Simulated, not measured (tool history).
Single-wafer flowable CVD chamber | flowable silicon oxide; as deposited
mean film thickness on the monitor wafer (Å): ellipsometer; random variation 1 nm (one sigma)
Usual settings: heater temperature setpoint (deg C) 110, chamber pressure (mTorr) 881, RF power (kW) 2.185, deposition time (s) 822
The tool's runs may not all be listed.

run	hour	heater temperature setpoint (deg C)	chamber pressure (mTorr)	RF power (kW)	deposition time (s)	wafers since the last listed run	hours since the last thermocouple change	hours since the last RF generator calibration	hours since the last manometer calibration	hours since the showerhead was replaced	hours since the gauge calibration	read-back reference wafer on the same gauge, thickness_nm	mean film thickness on the monitor wafer (Å)
1	0	110	881	2.185	822	0	1123.9	500.8	1390.2	6396	553.3	487.455	4091.88
2	22.6	110	881	2.185	822	56	1146.5	523.4	1412.8	6418.6	575.9	486.828	4097.04
3	55.5	110	881	2.185	822	81	1179.4	556.3	1445.7	6451.5	608.8	486.84	4092.79
4	143	110	797	1.845	822	217	1266.9	643.8	1533.2	6539	696.3	486.81	3547.27
5	178.1	110	797	1.845	822	87	1302	678.9	1568.3	6574.1	731.4	486.991	3557.7
6	211.4	110	797	1.845	822	82	1335.3	712.2	1601.6	6607.4	764.7	487.133	3555.4
# hour 231: capacitance manometer re-zeroed and calibrated
7	231.3	110	881	2.185	822	29	1355.2	732.1	0.3	6627.3	784.6	487.323	4077.92
8	257	110	881	2.425	822	63	1380.9	757.8	26	6653	810.3	486.578	4151.7
9	280.1	110	881	2.425	822	57	1404	780.9	49.1	6676.1	833.4	487.142	4159.9
# hour 286.1: gauge calibrated
10	309.7	121	881	2.185	822	73	1433.6	810.5	78.7	6705.7	23.6	487.348	3020.53
11	327	110	881	2.185	868	42	1450.9	827.8	96	6723	40.9	486.661	4310.82
12	357.3	110	881	2.185	868	75	1481.2	858.1	126.3	6753.3	71.2	487.058	4324.29
# hour 369.9: thermocouple changed; heater temperature recalibrated
13	379.4	110	881	2.185	822	34	9.5	880.2	148.4	6775.4	93.3	486.974	4082.64
# hour 391.3: showerhead replaced
14	409.5	110	881	1.78	708	54	39.6	910.3	178.5	18.2	123.4	486.826	3343.79
15	437.5	124	881	2.59	715	69	67.6	938.3	206.5	46.2	151.4	486.662	2524.71
16	472.1	110	881	2.185	822	85	102.2	972.9	241.1	80.8	186	487.271	4085.24
17	493.2	119	881	2.185	982	52	123.3	994	262.2	101.9	207.1	486.952	3818.92
18	509.9	110	881	2.185	822	41	140	1010.7	278.9	118.6	223.8	486.942	4084.76
# hour 521: RF generator calibrated
19	528.8	110	881	2.185	822	27	158.9	7.8	297.8	137.5	242.7	486.902	4085.14
20	546.1	110	881	2.185	822	42	176.2	25.1	315.1	154.8	260	486.965	4087.49
21	578.9	96	881	2.185	822	81	209	57.9	347.9	187.6	292.8	486.8	6146.39
22	595.5	116	881	2.185	946	41	225.6	74.5	364.5	204.2	309.4	486.591	3999.84
23	611.1	99	881	2.02	738	38	241.2	90.1	380.1	219.8	325	487.107	4972.54
24	646.1	121	956	2.595	822	86	276.2	125.1	415.1	254.8	360	486.792	3380.77
25	674.1	110	881	2.185	822	69	304.2	153.1	443.1	282.8	388	487.48	4098.95
26	698.2	117	881	2.185	687	59	328.3	177.2	467.2	306.9	412.1	486.658	2820.88

Forecast each of these 4 alternatives for the next run:
A	698.8	118	881	2.185	822	1	328.9	177.8	467.8	307.5	412.7	?	?
B	698.8	104	790	2.185	822	1	328.9	177.8	467.8	307.5	412.7	?	?
C	698.8	102	735	1.985	960	1	328.9	177.8	467.8	307.5	412.7	?	?
D	698.8	105	763	2.185	822	1	328.9	177.8	467.8	307.5	412.7	?	?

run	read-back reference wafer on the same gauge, thickness_nm	mean film thickness on the monitor wafer (Å)
A	486.852	3286.08
B	486.852	4356.68
C	486.852	4908.67
D	486.852	4083.92
Without the tool's hidden state the same runs would have given:
run	mean film thickness on the monitor wafer (Å)
A	3286.08
B	4356.68
C	4908.67
D	4083.92
